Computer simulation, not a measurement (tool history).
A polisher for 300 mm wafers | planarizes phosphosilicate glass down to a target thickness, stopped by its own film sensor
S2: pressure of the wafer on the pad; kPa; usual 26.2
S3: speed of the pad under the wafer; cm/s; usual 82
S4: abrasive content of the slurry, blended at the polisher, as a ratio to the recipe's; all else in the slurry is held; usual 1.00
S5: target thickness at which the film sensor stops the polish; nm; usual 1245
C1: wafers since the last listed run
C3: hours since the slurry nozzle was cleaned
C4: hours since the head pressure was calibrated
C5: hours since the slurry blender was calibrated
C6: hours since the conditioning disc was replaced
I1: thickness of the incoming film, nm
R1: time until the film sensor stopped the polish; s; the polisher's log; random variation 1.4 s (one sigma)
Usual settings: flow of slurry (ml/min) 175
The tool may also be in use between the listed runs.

run 1 hour=0.0 | flow_of_slurry_(ml/min)=175 S2=26.2 S3=82 S4=1.00 S5=1089 | C1=0 wafers_polished_on_this_pad=703 C3=401.1 C4=874.8 C5=245.3 C6=425.5 | I1=1951.6 | R1=96.0
run 2 hour=17.7 | flow_of_slurry_(ml/min)=175 S2=26.2 S3=82 S4=1.00 S5=1089 | C1=221 wafers_polished_on_this_pad=925 C3=418.8 C4=892.5 C5=263.0 C6=443.2 | I1=1949.7 | R1=98.4
run 3 hour=28.3 | flow_of_slurry_(ml/min)=175 S2=26.2 S3=82 S4=1.00 S5=1089 | C1=132 wafers_polished_on_this_pad=1058 C3=429.4 C4=903.1 C5=273.6 C6=453.8 | I1=1979.0 | R1=109.5
-- hour=38.0 worn pad replaced by a new one
run 4 hour=38.6 | flow_of_slurry_(ml/min)=175 S2=26.2 S3=82 S4=1.00 S5=1245 | C1=78 wafers_polished_on_this_pad=7 C3=439.7 C4=913.4 C5=283.9 C6=464.1 | I1=1979.0 | R1=80.6
-- hour=46.8 slurry nozzle cleaned
run 5 hour=53.5 | flow_of_slurry_(ml/min)=175 S2=19.3 S3=72 S4=1.00 S5=1245 | C1=174 wafers_polished_on_this_pad=181 C3=6.7 C4=928.3 C5=298.8 C6=479.0 | I1=1975.7 | R1=107.3
run 6 hour=70.6 | flow_of_slurry_(ml/min)=175 S2=26.2 S3=82 S4=1.00 S5=1245 | C1=214 wafers_polished_on_this_pad=395 C3=23.8 C4=945.4 C5=315.9 C6=496.1 | I1=1992.8 | R1=74.2
run 7 hour=85.0 | flow_of_slurry_(ml/min)=175 S2=23.4 S3=64 S4=0.70 S5=1156 | C1=180 wafers_polished_on_this_pad=576 C3=38.2 C4=959.8 C5=330.3 C6=510.5 | I1=1992.4 | R1=121.9
run 8 hour=94.7 | flow_of_slurry_(ml/min)=125 S2=23.4 S3=82 S4=1.15 S5=996 | C1=121 wafers_polished_on_this_pad=697 C3=47.9 C4=969.5 C5=340.0 C6=520.2 | I1=1985.4 | R1=118.8
-- hour=108.9 conditioning disc replaced and pad reconditioned
run 9 hour=112.0 | flow_of_slurry_(ml/min)=175 S2=26.2 S3=82 S4=1.10 S5=1069 | C1=191 wafers_polished_on_this_pad=889 C3=65.2 C4=986.8 C5=357.3 C6=3.1 | I1=1973.0 | R1=95.5
-- hour=123.7 worn pad replaced by a new one
-- hour=124.7 head pressure recalibrated
run 10 hour=125.2 | flow_of_slurry_(ml/min)=175 S2=26.2 S3=90 S4=1.00 S5=1245 | C1=102 wafers_polished_on_this_pad=6 C3=78.4 C4=0.5 C5=370.5 C6=16.3 | I1=1948.9 | R1=65.8
-- hour=131.1 slurry blender recalibrated
run 11 hour=139.0 | flow_of_slurry_(ml/min)=175 S2=26.2 S3=82 S4=1.10 S5=1069 | C1=147 wafers_polished_on_this_pad=154 C3=92.2 C4=14.3 C5=7.9 C6=30.1 | I1=1968.5 | R1=87.8
run 12 hour=154.3 | flow_of_slurry_(ml/min)=230 S2=18.6 S3=94 S4=1.00 S5=1245 | C1=191 wafers_polished_on_this_pad=346 C3=107.5 C4=29.6 C5=23.2 C6=45.4 | I1=1977.9 | R1=92.1
run 13 hour=162.4 | flow_of_slurry_(ml/min)=175 S2=26.2 S3=104 S4=0.70 S5=1245 | C1=101 wafers_polished_on_this_pad=447 C3=115.6 C4=37.7 C5=31.3 C6=53.5 | I1=2011.4 | R1=71.6
run 14 hour=180.0 | flow_of_slurry_(ml/min)=175 S2=31.0 S3=64 S4=1.10 S5=1245 | C1=220 wafers_polished_on_this_pad=667 C3=133.2 C4=55.3 C5=48.9 C6=71.1 | I1=1977.2 | R1=75.8
-- hour=207.9 worn pad replaced by a new one
run 15 hour=229.4 | flow_of_slurry_(ml/min)=175 S2=26.2 S3=90 S4=1.00 S5=1245 | C1=568 wafers_polished_on_this_pad=268 C3=182.6 C4=104.7 C5=98.3 C6=120.5 | I1=1948.3 | R1=66.5
run 16 hour=241.7 | flow_of_slurry_(ml/min)=175 S2=26.2 S3=82 S4=1.00 S5=1089 | C1=154 wafers_polished_on_this_pad=422 C3=194.9 C4=117.0 C5=110.6 C6=132.8 | I1=1971.9 | R1=89.6
run 17 hour=251.5 | flow_of_slurry_(ml/min)=175 S2=26.2 S3=102 S4=0.80 S5=1432 | C1=122 wafers_polished_on_this_pad=545 C3=204.7 C4=126.8 C5=120.4 C6=142.6 | I1=1985.2 | R1=52.8
run 18 hour=259.1 | flow_of_slurry_(ml/min)=230 S2=33.1 S3=82 S4=1.20 S5=1137 | C1=95 wafers_polished_on_this_pad=640 C3=212.3 C4=134.4 C5=128.0 C6=150.2 | I1=1969.6 | R1=62.9
run 19 hour=274.3 | flow_of_slurry_(ml/min)=175 S2=26.2 S3=82 S4=1.00 S5=1089 | C1=190 wafers_polished_on_this_pad=831 C3=227.5 C4=149.6 C5=143.2 C6=165.4 | I1=1989.9 | R1=96.6
run 20 hour=281.3 | flow_of_slurry_(ml/min)=175 S2=26.2 S3=54 S4=1.00 S5=1245 | C1=87 wafers_polished_on_this_pad=919 C3=234.5 C4=156.6 C5=150.2 C6=172.4 | I1=2015.1 | R1=110.5
-- hour=292.5 worn pad replaced by a new one
run 21 hour=295.2 | flow_of_slurry_(ml/min)=175 S2=19.3 S3=82 S4=1.00 S5=1245 | C1=124 wafers_polished_on_this_pad=34 C3=248.4 C4=170.5 C5=164.1 C6=186.3 | I1=1964.8 | R1=100.6
run 22 hour=309.7 | flow_of_slurry_(ml/min)=175 S2=22.8 S3=72 S4=1.00 S5=1245 | C1=181 wafers_polished_on_this_pad=215 C3=262.9 C4=185.0 C5=178.6 C6=200.8 | I1=1970.2 | R1=96.8
run 23 hour=321.7 | flow_of_slurry_(ml/min)=205 S2=34.5 S3=82 S4=1.00 S5=1461 | C1=150 wafers_polished_on_this_pad=366 C3=274.9 C4=197.0 C5=190.6 C6=212.8 | I1=1977.6 | R1=38.8
run 24 hour=334.6 | flow_of_slurry_(ml/min)=220 S2=17.9 S3=82 S4=0.80 S5=1157 | C1=161 wafers_polished_on_this_pad=527 C3=287.8 C4=209.9 C5=203.5 C6=225.7 | I1=1965.6 | R1=123.7
run 25 hour=345.1 | flow_of_slurry_(ml/min)=175 S2=26.2 S3=82 S4=1.00 S5=1245 | C1=131 wafers_polished_on_this_pad=659 C3=298.3 C4=220.4 C5=214.0 C6=236.2 | I1=1967.6 | R1=75.5
run 26 hour=354.4 | flow_of_slurry_(ml/min)=145 S2=20.0 S3=82 S4=1.20 S5=1245 | C1=116 wafers_polished_on_this_pad=775 C3=307.6 C4=229.7 C5=223.3 C6=245.5 | I1=1979.6 | R1=109.6

Forecast each of these 3 alternatives for the next run:
run A hour=354.8 | flow_of_slurry_(ml/min)=175 S2=26.2 S3=82 S4=1.00 S5=1245 | C1=5 wafers_polished_on_this_pad=780 C3=308.0 C4=230.1 C5=223.7 C6=245.9 | I1=1981.1 | R1=?
run B hour=354.8 | flow_of_slurry_(ml/min)=135 S2=26.2 S3=82 S4=1.00 S5=1338 | C1=5 wafers_polished_on_this_pad=780 C3=308.0 C4=230.1 C5=223.7 C6=245.9 | I1=1981.1 | R1=?
run C hour=354.8 | flow_of_slurry_(ml/min)=175 S2=22.8 S3=82 S4=1.30 S5=1245 | C1=5 wafers_polished_on_this_pad=780 C3=308.0 C4=230.1 C5=223.7 C6=245.9 | I1=1981.1 | R1=?

run=A R1=84.2
run=B R1=79.7
run=C R1=90.8
Without the tool's hidden state the same runs would have given:
run=A R1=71.7
run=B R1=65.9
run=C R1=77.3

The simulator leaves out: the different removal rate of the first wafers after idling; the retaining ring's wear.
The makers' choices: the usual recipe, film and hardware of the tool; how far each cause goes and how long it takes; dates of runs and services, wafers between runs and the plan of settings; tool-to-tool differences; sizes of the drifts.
